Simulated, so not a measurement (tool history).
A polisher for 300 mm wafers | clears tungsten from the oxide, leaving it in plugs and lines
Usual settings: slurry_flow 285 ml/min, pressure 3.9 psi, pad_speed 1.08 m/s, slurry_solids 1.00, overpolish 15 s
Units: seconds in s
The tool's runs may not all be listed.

| run | day | slurry_flow | pressure | pad_speed | slurry_solids | overpolish | incoming thickness of the incoming film, nm | seconds |
|---|---|---|---|---|---|---|---|---|
| 1 | 0.000 | 285 | 3.9 | 1.16 | 1.00 | 15 | 324.3 | 73.7 |
|  | 1.379 | head pressure recalibrated |
| 2 | 2.808 | 285 | 3.9 | 1.16 | 1.00 | 15 | 334.9 | 77.2 |
| 3 | 4.671 | 285 | 3.9 | 1.08 | 1.00 | 19 | 326.4 | 80.0 |
| 4 | 7.171 | 285 | 2.6 | 1.08 | 0.70 | 22 | 334.3 | 108.4 |
|  | 7.896 | slurry nozzle cleaned |
| 5 | 9.242 | 285 | 4.5 | 1.38 | 1.00 | 15 | 329.6 | 58.9 |
| 6 | 12.458 | 355 | 3.9 | 0.74 | 1.00 | 9 | 333.2 | 93.9 |
|  | 14.350 | slurry tank refilled with fresh slurry and peroxide |
| 7 | 14.675 | 285 | 3.9 | 1.08 | 1.00 | 15 | 331.8 | 78.5 |
| 8 | 18.858 | 285 | 3.9 | 1.08 | 1.00 | 15 | 330.6 | 78.9 |
| 9 | 20.454 | 285 | 3.9 | 1.08 | 1.00 | 15 | 331.3 | 78.0 |
| 10 | 24.438 | 215 | 5.3 | 1.08 | 1.20 | 15 | 335.1 | 64.8 |
| 11 | 27.950 | 285 | 3.4 | 1.34 | 1.00 | 19 | 329.2 | 77.4 |
|  | 30.450 | slurry blender recalibrated |
| 12 | 31.300 | 220 | 3.9 | 0.72 | 0.85 | 11 | 325.7 | 105.3 |
|  | 35.567 | worn pad replaced by a new one, of another model than before |
| 13 | 35.588 | 285 | 3.9 | 1.32 | 0.90 | 15 | 327.5 | 76.5 |
| 14 | 37.900 | 285 | 3.3 | 1.08 | 1.00 | 15 | 325.7 | 90.3 |
| 15 | 41.696 | 325 | 3.9 | 1.08 | 0.90 | 15 | 331.2 | 86.5 |
|  | 43.079 | head pressure recalibrated |
|  | 45.517 | slurry nozzle cleaned |
| 16 | 45.883 | 285 | 4.5 | 1.08 | 1.00 | 15 | 329.7 | 72.7 |
|  | 47.554 | slurry tank refilled with fresh slurry and peroxide |
| 17 | 50.333 | 190 | 3.9 | 1.08 | 0.75 | 20 | 332.4 | 88.6 |
| 18 | 52.467 | 285 | 3.4 | 1.18 | 1.25 | 7 | 334.3 | 79.0 |
| 19 | 55.225 | 285 | 5.1 | 1.08 | 1.00 | 15 | 329.5 | 69.5 |
| 20 | 56.858 | 285 | 3.9 | 1.08 | 1.00 | 15 | 334.3 | 80.9 |
| 21 | 59.504 | 320 | 3.9 | 1.08 | 1.00 | 15 | 325.3 | 79.0 |
|  | 62.767 | slurry blender recalibrated |
|  | 65.100 | worn pad replaced by a new one |
| 22 | 66.654 | 245 | 4.3 | 1.08 | 0.75 | 15 | 335.8 | 85.2 |
| 23 | 69.242 | 360 | 3.9 | 0.70 | 1.00 | 15 | 333.2 | 93.7 |
| 24 | 71.892 | 380 | 3.0 | 1.08 | 1.00 | 15 | 330.6 | 87.3 |
| 25 | 74.425 | 285 | 4.4 | 1.08 | 1.00 | 15 | 329.4 | 79.2 |
| 26 | 76.712 | 285 | 3.9 | 0.80 | 1.00 | 15 | 336.1 | 97.5 |
| 27 | 80.638 | 285 | 3.9 | 1.08 | 1.00 | 15 | 327.7 | 84.1 |

The tool's hidden state at each run:
removal rate lost through wear of the pad, %: 0 in every run
deviation of the head's pressure from its setpoint, %: 0 in every run
abrasive missing from the slurry, %: 0 in every run
peroxide lost from the slurry, %: 0 in every run
H1: slurry flow missing at the pad, %
| run | H1 |
|---|---|
| 1 | 29.3 |
| 2 | 32.6 |
| 3 | 34.7 |
| 4 | 37.6 |
| 5 | 8.29 |
| 6 | 12 |
| 7 | 14.6 |
| 8 | 19.5 |
| 9 | 21.4 |
| 10 | 26 |
| 11 | 30.1 |
| 12 | 34 |
| 13 | 39 |
| 14 | 41.7 |
| 15 | 46.1 |
| 16 | 4.75 |
| 17 | 9.93 |
| 18 | 12.4 |
| 19 | 15.6 |
| 20 | 17.5 |
| 21 | 20.6 |
| 22 | 28.9 |
| 23 | 32 |
| 24 | 35 |
| 25 | 38 |
| 26 | 40.7 |
| 27 | 45.2 |
